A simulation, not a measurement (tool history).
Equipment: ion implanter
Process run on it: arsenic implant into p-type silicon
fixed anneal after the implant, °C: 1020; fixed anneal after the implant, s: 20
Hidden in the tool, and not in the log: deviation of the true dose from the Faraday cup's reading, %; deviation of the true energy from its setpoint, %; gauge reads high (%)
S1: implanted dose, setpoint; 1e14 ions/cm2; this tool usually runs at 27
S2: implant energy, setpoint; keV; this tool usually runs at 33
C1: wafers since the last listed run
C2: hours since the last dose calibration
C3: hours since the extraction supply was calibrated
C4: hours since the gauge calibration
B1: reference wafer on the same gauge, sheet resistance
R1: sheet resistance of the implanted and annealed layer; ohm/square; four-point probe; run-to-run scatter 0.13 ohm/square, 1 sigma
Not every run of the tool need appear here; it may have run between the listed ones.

| run | day | S1 | S2 | C1 | C2 | C3 | C4 | B1 | R1 |
|---|---|---|---|---|---|---|---|---|---|
| 1 | 0 | 27 | 33 | 0 | 1620.5 | 2742.7 | 995.2 | 84.94 | 86.05 |
| 2 | 1.204 | 27 | 33 | 690 | 1649.4 | 2771.6 | 1024.1 | 85.05 | 86.14 |
| 3 | 1.783 | 27 | 33 | 331 | 1663.3 | 2785.5 | 1038 | 85.03 | 86.2 |
| 4 | 3.258 | 21.34 | 33 | 845 | 1698.7 | 2820.9 | 1073.4 | 85.02 | 91.98 |
| 5 | 4.608 | 21.34 | 33 | 773 | 1731.1 | 2853.3 | 1105.8 | 85 | 92.14 |
| 6 | 6.346 | 27 | 33 | 995 | 1772.8 | 2895 | 1147.5 | 85.06 | 86.32 |
| 7 | 7.129 | 27 | 33 | 448 | 1791.6 | 2913.8 | 1166.3 | 85.05 | 86.17 |
| 8 | 8.329 | 27 | 33 | 687 | 1820.4 | 2942.6 | 1195.1 | 85.02 | 86.36 |
| 9 | 9.267 | 27 | 39.5 | 537 | 1842.9 | 2965.1 | 1217.6 | 85 | 79.99 |
| 10 | 9.792 | 27 | 39.5 | 300 | 1855.5 | 2977.7 | 1230.2 | 85.06 | 79.78 |
| 11 | 10.421 | 27 | 39.5 | 360 | 1870.6 | 2992.8 | 1245.3 | 84.98 | 80.14 |
| 12 | 11.638 | 33.41 | 22.5 | 697 | 1899.8 | 3022 | 1274.5 | 85.01 | 96.19 |
| 13 | 12.392 | 33.16 | 33 | 432 | 1917.9 | 3040.1 | 1292.6 | 84.96 | 82.89 |
| 14 | 13.362 | 34.37 | 28.5 | 556 | 1941.2 | 3063.4 | 1315.9 | 84.98 | 87.48 |
| 15 | 14.792 | 30.73 | 27.5 | 819 | 1975.5 | 3097.7 | 1350.2 | 84.96 | 90.33 |
|  | 16.1 | Faraday cup replaced and dose calibrated |
| 16 | 16.258 | 33.37 | 26 | 649 | 3.8 | 3132.9 | 1385.4 | 84.96 | 90.43 |
| 17 | 17.462 | 27 | 43 | 690 | 32.7 | 3161.8 | 1414.3 | 85 | 76.17 |
| 18 | 18.733 | 27 | 37.5 | 728 | 63.2 | 3192.3 | 1444.8 | 85.01 | 80.94 |
| 19 | 19.867 | 27 | 33 | 649 | 90.4 | 3219.5 | 1472 | 84.93 | 85.38 |
| 20 | 23.333 | 23.74 | 27 | 1986 | 173.6 | 3302.7 | 1555.2 | 85 | 94.84 |
| 21 | 24.329 | 27 | 39.5 | 570 | 197.5 | 3326.6 | 1579.1 | 85 | 79.22 |
|  | 25.229 | gauge calibrated |
| 22 | 25.712 | 27 | 33 | 792 | 230.7 | 3359.8 | 11.6 | 85 | 85.23 |
| 23 | 26.417 | 30.73 | 27.5 | 403 | 247.6 | 3376.7 | 28.5 | 84.99 | 89.5 |
| 24 | 27.542 | 27 | 33 | 644 | 274.6 | 3403.7 | 55.5 | 85.01 | 85.41 |
| 25 | 28.304 | 19.53 | 33 | 437 | 292.9 | 3422 | 73.8 | 85.04 | 93.72 |
|  | 28.771 | extraction supply calibrated |
| 26 | 29.783 | 27 | 42 | 656 | 328.4 | 24.3 | 109.3 | 84.95 | 78.48 |
| 27 | 30.467 | 30.59 | 29 | 391 | 344.8 | 40.7 | 125.7 | 85 | 89.38 |
| 28 | 31.796 | 30.53 | 36.5 | 761 | 376.7 | 72.6 | 157.6 | 85.02 | 81.23 |
| 29 | 33.267 | 32.33 | 29.5 | 842 | 412 | 107.9 | 192.9 | 85.04 | 88.03 |
| 30 | 33.912 | 24.79 | 43.5 | 370 | 427.5 | 123.4 | 208.4 | 84.98 | 79.51 |
| 31 | 34.746 | 27 | 33 | 477 | 447.5 | 143.4 | 228.4 | 84.98 | 87.01 |
| 32 | 36.088 | 27 | 33 | 768 | 479.7 | 175.6 | 260.6 | 85.02 | 87 |
| 33 | 37.271 | 20.54 | 38.5 | 678 | 508.1 | 204 | 289 | 85 | 88.5 |
| 34 | 38.296 | 27 | 40 | 587 | 532.7 | 228.6 | 313.6 | 85 | 80.02 |
| 35 | 39.767 | 29.76 | 37 | 842 | 568 | 263.9 | 348.9 | 85.03 | 80.93 |
| 36 | 40.442 | 34.19 | 25.5 | 386 | 584.2 | 280.1 | 365.1 | 85.05 | 92.53 |

Some steps in R1 between neighbouring runs. How much of each would the tool show without its hidden state too (settings, what came in, random variation), and how much is left for the hidden state, with any gauge scatter that isn't in both results?
Run 3 -> 4: S1 27 -> 21.34. R1 +5.78 ohm/square: hidden state +0.37, all else +5.41.
Run 11 -> 12: S1 27 -> 33.41, S2 39.5 -> 22.5. R1 +16.05 ohm/square: hidden state -0.22, all else +16.27.
Run 15 -> 16: S1 30.73 -> 33.37, S2 27.5 -> 26, Faraday cup replaced and dose calibrated. R1 +0.1 ohm/square: hidden state -0.76, all else +0.86.
Run 20 -> 21: S1 23.74 -> 27, S2 27 -> 39.5. R1 -15.62 ohm/square: hidden state -0.03, all else -15.59.
Run 25 -> 26: S1 19.53 -> 27, S2 33 -> 42, extraction supply calibrated. R1 -15.24 ohm/square: hidden state +1.63, all else -16.87.

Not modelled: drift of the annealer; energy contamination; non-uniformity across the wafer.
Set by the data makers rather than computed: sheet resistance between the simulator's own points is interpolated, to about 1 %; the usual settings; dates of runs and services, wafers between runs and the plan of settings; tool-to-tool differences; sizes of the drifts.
